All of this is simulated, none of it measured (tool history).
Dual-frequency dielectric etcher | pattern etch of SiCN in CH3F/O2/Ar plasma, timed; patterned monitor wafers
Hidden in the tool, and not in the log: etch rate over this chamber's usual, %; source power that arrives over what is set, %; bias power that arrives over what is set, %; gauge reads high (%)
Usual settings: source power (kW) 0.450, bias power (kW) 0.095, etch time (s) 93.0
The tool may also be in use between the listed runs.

| run | hour | source power (kW) | bias power (kW) | etch time (s) | wafers since the last listed run | hours since the last wet clean | hours since the last source power generator calibration | hours since the last bias power generator calibration | hours since the last upper electrode change | hours since the gauge calibration | read-back reference wafer on the same gauge, depth_nm | mean etch depth across the wafer (nm) |
|---|---|---|---|---|---|---|---|---|---|---|---|---|
| 1 | 0.0 | 0.450 | 0.095 | 93.0 | 0 | 181.4 | 2580.8 | 4034.3 | 4593.5 | 445.8 | 46.75 | 41.66 |
| 2 | 33.8 | 0.450 | 0.095 | 93.0 | 351 | 215.2 | 2614.6 | 4068.1 | 4627.3 | 479.6 | 46.73 | 41.53 |
| 3 | 47.6 | 0.450 | 0.095 | 93.0 | 143 | 229.0 | 2628.4 | 4081.9 | 4641.1 | 493.4 | 46.66 | 41.76 |
| 4 | 79.6 | 0.450 | 0.095 | 93.0 | 332 | 261.0 | 2660.4 | 4113.9 | 4673.1 | 525.4 | 46.71 | 41.61 |
| 5 | 93.9 | 0.450 | 0.095 | 93.0 | 148 | 275.3 | 2674.7 | 4128.2 | 4687.4 | 539.7 | 46.74 | 41.68 |
| 6 | 129.7 | 0.450 | 0.095 | 93.0 | 372 | 311.1 | 2710.5 | 4164.0 | 4723.2 | 575.5 | 46.70 | 41.70 |
| 7 | 152.8 | 0.450 | 0.095 | 93.0 | 240 | 334.2 | 2733.6 | 4187.1 | 4746.3 | 598.6 | 46.69 | 41.77 |
|  | 198.2 | upper electrode replaced |
| 8 | 198.7 | 0.450 | 0.095 | 93.0 | 227 | 380.1 | 2779.5 | 4233.0 | 0.5 | 644.5 | 46.70 | 41.93 |
| 9 | 209.7 | 0.450 | 0.095 | 93.0 | 114 | 391.1 | 2790.5 | 4244.0 | 11.5 | 655.5 | 46.67 | 41.78 |
| 10 | 256.6 | 0.450 | 0.095 | 93.0 | 487 | 438.0 | 2837.4 | 4290.9 | 58.4 | 702.4 | 46.75 | 41.99 |
| 11 | 272.2 | 0.450 | 0.095 | 93.0 | 162 | 453.6 | 2853.0 | 4306.5 | 74.0 | 718.0 | 46.65 | 41.94 |
| 12 | 286.6 | 0.450 | 0.095 | 93.0 | 149 | 468.0 | 2867.4 | 4320.9 | 88.4 | 732.4 | 46.70 | 42.03 |
|  | 294.7 | source power generator calibrated |
|  | 315.0 | gauge calibrated |
| 13 | 317.2 | 0.450 | 0.095 | 93.0 | 276 | 498.6 | 22.5 | 4351.5 | 119.0 | 2.2 | 46.70 | 41.99 |
| 14 | 332.8 | 0.450 | 0.108 | 93.0 | 162 | 514.2 | 38.1 | 4367.1 | 134.6 | 17.8 | 46.72 | 44.45 |
|  | 368.6 | wet clean of the chamber |
| 15 | 369.1 | 0.530 | 0.075 | 93.0 | 127 | 0.5 | 74.4 | 4403.4 | 170.9 | 54.1 | 46.70 | 40.39 |
| 16 | 375.3 | 0.450 | 0.087 | 93.0 | 64 | 6.7 | 80.6 | 4409.6 | 177.1 | 60.3 | 46.70 | 39.99 |
| 17 | 400.2 | 0.520 | 0.116 | 93.0 | 258 | 31.6 | 105.5 | 4434.5 | 202.0 | 85.2 | 46.68 | 47.66 |
|  | 409.4 | bias power generator calibrated |
| 18 | 425.3 | 0.450 | 0.073 | 93.0 | 219 | 56.7 | 130.6 | 15.9 | 227.1 | 110.3 | 46.70 | 37.17 |
| 19 | 461.0 | 0.380 | 0.081 | 102.5 | 371 | 92.4 | 166.3 | 51.6 | 262.8 | 146.0 | 46.77 | 39.56 |
| 20 | 489.2 | 0.490 | 0.112 | 113.0 | 293 | 120.6 | 194.5 | 79.8 | 291.0 | 174.2 | 46.66 | 56.20 |
| 21 | 508.0 | 0.450 | 0.095 | 93.0 | 195 | 139.4 | 213.3 | 98.6 | 309.8 | 193.0 | 46.69 | 41.33 |
| 22 | 521.7 | 0.450 | 0.095 | 93.0 | 142 | 153.1 | 227.0 | 112.3 | 323.5 | 206.7 | 46.69 | 41.62 |
| 23 | 553.0 | 0.340 | 0.110 | 113.0 | 325 | 184.4 | 258.3 | 143.6 | 354.8 | 238.0 | 46.71 | 47.25 |
| 24 | 585.3 | 0.360 | 0.095 | 73.5 | 335 | 216.7 | 290.6 | 175.9 | 387.1 | 270.3 | 46.74 | 29.64 |
| 25 | 615.9 | 0.450 | 0.095 | 72.5 | 318 | 247.3 | 321.2 | 206.5 | 417.7 | 300.9 | 46.72 | 32.34 |
| 26 | 632.4 | 0.450 | 0.095 | 93.0 | 171 | 263.8 | 337.7 | 223.0 | 434.2 | 317.4 | 46.68 | 41.65 |
| 27 | 654.3 | 0.450 | 0.118 | 74.5 | 227 | 285.7 | 359.6 | 244.9 | 456.1 | 339.3 | 46.70 | 36.58 |

5 ways to go on from here, each from the tool as it stands after run 27. What would each give?
| A | 654.7 | 0.450 | 0.095 | 93.0 | 4 | 286.1 | 360.0 | 245.3 | 456.5 | 339.7 | ? | ? |
| B | 654.7 | 0.400 | 0.114 | 67.0 | 4 | 286.1 | 360.0 | 245.3 | 456.5 | 339.7 | ? | ? |
| C | 654.7 | 0.450 | 0.095 | 114.0 | 4 | 286.1 | 360.0 | 245.3 | 456.5 | 339.7 | ? | ? |
| D | 654.7 | 0.450 | 0.111 | 109.5 | 4 | 286.1 | 360.0 | 245.3 | 456.5 | 339.7 | ? | ? |
| E | 654.7 | 0.450 | 0.082 | 93.0 | 4 | 286.1 | 360.0 | 245.3 | 456.5 | 339.7 | ? | ? |

| run | read-back reference wafer on the same gauge, depth_nm | mean etch depth across the wafer (nm) |
|---|---|---|
| A | 46.71 | 41.67 |
| B | 46.71 | 30.72 |
| C | 46.71 | 51.08 |
| D | 46.71 | 52.37 |
| E | 46.71 | 39.20 |
Without the tool's hidden state the same runs would have given:
| run | mean etch depth across the wafer (nm) |
|---|---|
| A | 41.26 |
| B | 30.42 |
| C | 50.57 |
| D | 51.86 |
| E | 38.81 |
